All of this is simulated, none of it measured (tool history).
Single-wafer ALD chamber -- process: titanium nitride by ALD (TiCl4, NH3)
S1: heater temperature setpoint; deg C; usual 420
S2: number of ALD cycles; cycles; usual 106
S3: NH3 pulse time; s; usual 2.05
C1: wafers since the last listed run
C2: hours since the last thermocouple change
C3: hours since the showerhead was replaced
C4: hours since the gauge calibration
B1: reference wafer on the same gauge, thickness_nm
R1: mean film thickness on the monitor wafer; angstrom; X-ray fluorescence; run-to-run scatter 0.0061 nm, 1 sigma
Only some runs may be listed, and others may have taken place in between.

{"run": 1, "day": 0.0, "S1": 420, "S2": 106, "S3": 2.05, "C1": 0, "C2": 556.4, "C3": 6750.9, "C4": 648.6, "B1": 2.618, "R1": 24.31}
{"run": 2, "day": 5.804, "S1": 420, "S2": 106, "S3": 2.05, "C1": 360, "C2": 695.7, "C3": 6890.2, "C4": 787.9, "B1": 2.62, "R1": 24.37}
{"run": 3, "day": 7.067, "S1": 420, "S2": 106, "S3": 2.05, "C1": 78, "C2": 726.0, "C3": 6920.5, "C4": 818.2, "B1": 2.621, "R1": 24.4}
{"day": 9.504, "done": "showerhead replaced"}
{"run": 4, "day": 11.204, "S1": 420, "S2": 106, "S3": 2.05, "C1": 236, "C2": 825.3, "C3": 40.8, "C4": 917.5, "B1": 2.62, "R1": 24.38}
{"run": 5, "day": 12.462, "S1": 420, "S2": 106, "S3": 2.05, "C1": 78, "C2": 855.5, "C3": 71.0, "C4": 947.7, "B1": 2.62, "R1": 24.43}
{"run": 6, "day": 15.229, "S1": 420, "S2": 106, "S3": 2.05, "C1": 171, "C2": 921.9, "C3": 137.4, "C4": 1014.1, "B1": 2.618, "R1": 24.39}
{"run": 7, "day": 17.6, "S1": 420, "S2": 106, "S3": 2.05, "C1": 147, "C2": 978.8, "C3": 194.3, "C4": 1071.0, "B1": 2.62, "R1": 24.32}
{"run": 8, "day": 19.092, "S1": 420, "S2": 106, "S3": 2.05, "C1": 92, "C2": 1014.6, "C3": 230.1, "C4": 1106.8, "B1": 2.618, "R1": 24.22}
{"run": 9, "day": 20.725, "S1": 420, "S2": 106, "S3": 2.05, "C1": 101, "C2": 1053.8, "C3": 269.3, "C4": 1146.0, "B1": 2.62, "R1": 24.33}
{"run": 10, "day": 22.979, "S1": 420, "S2": 106, "S3": 2.05, "C1": 140, "C2": 1107.9, "C3": 323.4, "C4": 1200.1, "B1": 2.621, "R1": 24.39}
{"day": 24.367, "done": "gauge calibrated"}
{"run": 11, "day": 25.383, "S1": 420, "S2": 106, "S3": 2.05, "C1": 149, "C2": 1165.6, "C3": 381.1, "C4": 24.4, "B1": 2.619, "R1": 24.29}
{"run": 12, "day": 26.788, "S1": 420, "S2": 106, "S3": 2.05, "C1": 87, "C2": 1199.3, "C3": 414.8, "C4": 58.1, "B1": 2.619, "R1": 24.26}
{"run": 13, "day": 28.671, "S1": 410, "S2": 106, "S3": 2.05, "C1": 117, "C2": 1244.5, "C3": 460.0, "C4": 103.3, "B1": 2.618, "R1": 24.21}
{"run": 14, "day": 30.525, "S1": 410, "S2": 106, "S3": 2.05, "C1": 115, "C2": 1289.0, "C3": 504.5, "C4": 147.8, "B1": 2.622, "R1": 24.31}
{"run": 15, "day": 33.2, "S1": 420, "S2": 106, "S3": 2.05, "C1": 166, "C2": 1353.2, "C3": 568.7, "C4": 212.0, "B1": 2.621, "R1": 24.34}
{"run": 16, "day": 37.5, "S1": 420, "S2": 106, "S3": 2.05, "C1": 267, "C2": 1456.4, "C3": 671.9, "C4": 315.2, "B1": 2.621, "R1": 24.34}
{"run": 17, "day": 40.271, "S1": 420, "S2": 106, "S3": 1.68, "C1": 172, "C2": 1522.9, "C3": 738.4, "C4": 381.7, "B1": 2.622, "R1": 24.1}
{"run": 18, "day": 41.704, "S1": 427, "S2": 120, "S3": 2.05, "C1": 89, "C2": 1557.3, "C3": 772.8, "C4": 416.1, "B1": 2.62, "R1": 27.67}
{"run": 19, "day": 43.971, "S1": 411, "S2": 91, "S3": 2.55, "C1": 140, "C2": 1611.7, "C3": 827.2, "C4": 470.5, "B1": 2.618, "R1": 20.98}

Run 20 is up next; what results do you expect?
{"run": 20, "day": 45.558, "S1": 433, "S2": 114, "S3": 2.75, "C1": 98, "C2": 1649.8, "C3": 865.3, "C4": 508.6, "B1": "?", "R1": "?"}

Run 20 gave B1 2.620, R1 26.50 angstrom.
If the tool had no hidden condition, the same run with the same run-to-run variation would have returned R1 26.50 angstrom.
